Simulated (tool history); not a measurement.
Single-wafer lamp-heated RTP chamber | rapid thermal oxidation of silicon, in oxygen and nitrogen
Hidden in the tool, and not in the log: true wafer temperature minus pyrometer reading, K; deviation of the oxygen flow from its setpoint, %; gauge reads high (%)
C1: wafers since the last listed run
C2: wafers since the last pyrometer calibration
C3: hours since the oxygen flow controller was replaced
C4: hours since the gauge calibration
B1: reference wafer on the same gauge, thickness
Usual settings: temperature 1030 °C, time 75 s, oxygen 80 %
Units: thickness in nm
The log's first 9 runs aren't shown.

{"run": 10, "day": 6.588, "temperature": 1017, "time": 75, "oxygen": 80, "C1": 192, "C2": 3173, "C3": 1944.3, "C4": 312.6, "B1": 8.449, "thickness": 7.577}
{"run": 11, "day": 7.308, "temperature": 1042, "time": 75, "oxygen": 80, "C1": 91, "C2": 3265, "C3": 1961.6, "C4": 329.9, "B1": 8.45, "thickness": 9.085}
{"run": 12, "day": 7.592, "temperature": 1030, "time": 75, "oxygen": 68, "C1": 35, "C2": 3301, "C3": 1968.4, "C4": 336.7, "B1": 8.459, "thickness": 7.865}
{"day": 8.133, "done": "pyrometer window cleaned and pyrometer calibrated"}
{"run": 13, "day": 8.154, "temperature": 1030, "time": 75, "oxygen": 80, "C1": 29, "C2": 2, "C3": 1981.9, "C4": 350.2, "B1": 8.456, "thickness": 8.174}
{"run": 14, "day": 8.683, "temperature": 1030, "time": 75, "oxygen": 80, "C1": 67, "C2": 70, "C3": 1994.6, "C4": 362.9, "B1": 8.445, "thickness": 8.172}
{"run": 15, "day": 9.283, "temperature": 1030, "time": 75, "oxygen": 80, "C1": 76, "C2": 146, "C3": 2009.0, "C4": 377.3, "B1": 8.454, "thickness": 8.162}
{"run": 16, "day": 9.817, "temperature": 1020, "time": 93, "oxygen": 80, "C1": 67, "C2": 214, "C3": 2021.8, "C4": 390.1, "B1": 8.449, "thickness": 8.408}
{"run": 17, "day": 10.471, "temperature": 1020, "time": 93, "oxygen": 80, "C1": 83, "C2": 297, "C3": 2037.5, "C4": 405.8, "B1": 8.43, "thickness": 8.375}
{"run": 18, "day": 10.983, "temperature": 1030, "time": 75, "oxygen": 98, "C1": 65, "C2": 362, "C3": 2049.8, "C4": 418.1, "B1": 8.453, "thickness": 8.864}
{"run": 19, "day": 11.462, "temperature": 1030, "time": 62, "oxygen": 64, "C1": 60, "C2": 423, "C3": 2061.3, "C4": 429.6, "B1": 8.455, "thickness": 7.034}
{"day": 11.817, "done": "gauge calibrated"}
{"run": 20, "day": 12.142, "temperature": 1030, "time": 101, "oxygen": 80, "C1": 86, "C2": 509, "C3": 2077.6, "C4": 7.8, "B1": 8.449, "thickness": 9.384}
{"run": 21, "day": 12.404, "temperature": 1012, "time": 63, "oxygen": 89, "C1": 33, "C2": 542, "C3": 2083.9, "C4": 14.1, "B1": 8.448, "thickness": 6.979}
{"day": 12.933, "done": "oxygen flow controller replaced"}
{"run": 22, "day": 12.954, "temperature": 1050, "time": 102, "oxygen": 98, "C1": 27, "C2": 570, "C3": 0.5, "C4": 27.3, "B1": 8.448, "thickness": 11.656}
{"run": 23, "day": 13.367, "temperature": 1030, "time": 75, "oxygen": 80, "C1": 52, "C2": 622, "C3": 10.4, "C4": 37.2, "B1": 8.446, "thickness": 8.235}
{"run": 24, "day": 13.642, "temperature": 1043, "time": 75, "oxygen": 53, "C1": 34, "C2": 657, "C3": 17.0, "C4": 43.8, "B1": 8.448, "thickness": 7.828}
{"run": 25, "day": 13.971, "temperature": 1030, "time": 75, "oxygen": 80, "C1": 41, "C2": 699, "C3": 24.9, "C4": 51.7, "B1": 8.458, "thickness": 8.234}
{"run": 26, "day": 14.242, "temperature": 1008, "time": 43, "oxygen": 52, "C1": 34, "C2": 733, "C3": 31.4, "C4": 58.2, "B1": 8.45, "thickness": 4.8}
{"run": 27, "day": 14.633, "temperature": 1004, "time": 93, "oxygen": 80, "C1": 49, "C2": 783, "C3": 40.8, "C4": 67.6, "B1": 8.454, "thickness": 7.522}
{"run": 28, "day": 15.017, "temperature": 1040, "time": 48, "oxygen": 80, "C1": 48, "C2": 831, "C3": 50.0, "C4": 76.8, "B1": 8.451, "thickness": 7.22}
{"run": 29, "day": 15.717, "temperature": 1030, "time": 75, "oxygen": 80, "C1": 88, "C2": 920, "C3": 66.8, "C4": 93.6, "B1": 8.443, "thickness": 8.263}
{"run": 30, "day": 15.988, "temperature": 1030, "time": 75, "oxygen": 70, "C1": 34, "C2": 955, "C3": 73.3, "C4": 100.1, "B1": 8.436, "thickness": 7.925}
{"run": 31, "day": 16.533, "temperature": 1045, "time": 89, "oxygen": 52, "C1": 69, "C2": 1024, "C3": 86.4, "C4": 113.2, "B1": 8.442, "thickness": 8.555}
{"run": 32, "day": 16.971, "temperature": 1043, "time": 75, "oxygen": 53, "C1": 55, "C2": 1080, "C3": 96.9, "C4": 123.7, "B1": 8.449, "thickness": 7.823}
{"run": 33, "day": 17.454, "temperature": 1022, "time": 42, "oxygen": 98, "C1": 61, "C2": 1141, "C3": 108.5, "C4": 135.3, "B1": 8.448, "thickness": 6.539}
{"run": 34, "day": 18.012, "temperature": 1030, "time": 75, "oxygen": 80, "C1": 70, "C2": 1212, "C3": 121.9, "C4": 148.7, "B1": 8.451, "thickness": 8.277}

Forecast each of these 3 alternatives for the next run:
{"run": "A", "day": 18.033, "temperature": 1030, "time": 75, "oxygen": 80, "C1": 2, "C2": 1215, "C3": 122.4, "C4": 149.2, "B1": "?", "thickness": "?"}
{"run": "B", "day": 18.033, "temperature": 1030, "time": 92, "oxygen": 80, "C1": 2, "C2": 1215, "C3": 122.4, "C4": 149.2, "B1": "?", "thickness": "?"}
{"run": "C", "day": 18.033, "temperature": 1054, "time": 102, "oxygen": 80, "C1": 2, "C2": 1215, "C3": 122.4, "C4": 149.2, "B1": "?", "thickness": "?"}

run=A B1=8.449 thickness=8.234
run=B B1=8.449 thickness=9.029
run=C B1=8.449 thickness=11.182
Without the tool's hidden state the same runs would have given:
run=A thickness=8.075
run=B thickness=8.854
run=C thickness=10.972

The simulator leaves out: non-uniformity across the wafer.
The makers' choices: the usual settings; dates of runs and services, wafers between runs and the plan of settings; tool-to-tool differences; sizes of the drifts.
